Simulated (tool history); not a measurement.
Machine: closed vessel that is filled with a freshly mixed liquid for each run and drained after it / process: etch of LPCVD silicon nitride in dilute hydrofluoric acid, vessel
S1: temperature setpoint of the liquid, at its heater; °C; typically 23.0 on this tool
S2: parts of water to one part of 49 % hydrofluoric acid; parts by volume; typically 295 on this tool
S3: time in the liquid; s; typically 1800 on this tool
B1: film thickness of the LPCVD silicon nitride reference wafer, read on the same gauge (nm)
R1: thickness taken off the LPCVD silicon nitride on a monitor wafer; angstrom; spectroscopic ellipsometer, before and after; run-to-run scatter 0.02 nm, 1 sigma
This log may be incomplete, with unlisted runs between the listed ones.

run	day	S1	S2	S3	B1	R1
1	0.000	23.0	295	1800	140.011	30.00
2	0.567	23.0	295	1800	139.992	30.22
3	1.021	23.0	295	1800	140.011	29.90
4	1.588	23.0	295	1800	140.017	30.25
5	1.917	23.0	295	1800	140.026	30.19
# day 2.292: gauge calibrated
6	2.379	23.0	295	1800	139.973	29.95
7	2.746	23.0	295	1800	139.992	30.23
8	3.071	23.0	295	1800	139.986	30.33
9	3.475	23.0	295	1800	139.971	30.29
# day 3.704: thermometer replaced
10	3.921	25.0	295	1800	139.999	31.13
11	4.525	27.0	235	2510	139.986	62.74
# day 4.962: hydrofluoric acid flow meter replaced
12	5.033	23.0	295	935	140.002	14.66
13	5.642	23.0	295	935	140.002	14.55
14	6.146	19.5	295	1800	139.992	22.61
15	6.450	21.0	165	1410	139.991	34.47
16	6.754	20.0	370	1035	140.027	10.85

Below are 3 alternative next runs, each starting from the tool's condition after run 16. Predict each:
A	6.800	23.0	180	1800	?	?
B	6.800	23.0	295	2205	?	?
C	6.800	23.0	295	1325	?	?

run	B1	R1
A	139.982	46.24
B	139.982	34.77
C	139.982	20.89
Without the tool's hidden state the same runs would have given:
run	R1
A	44.50
B	33.51
C	20.13
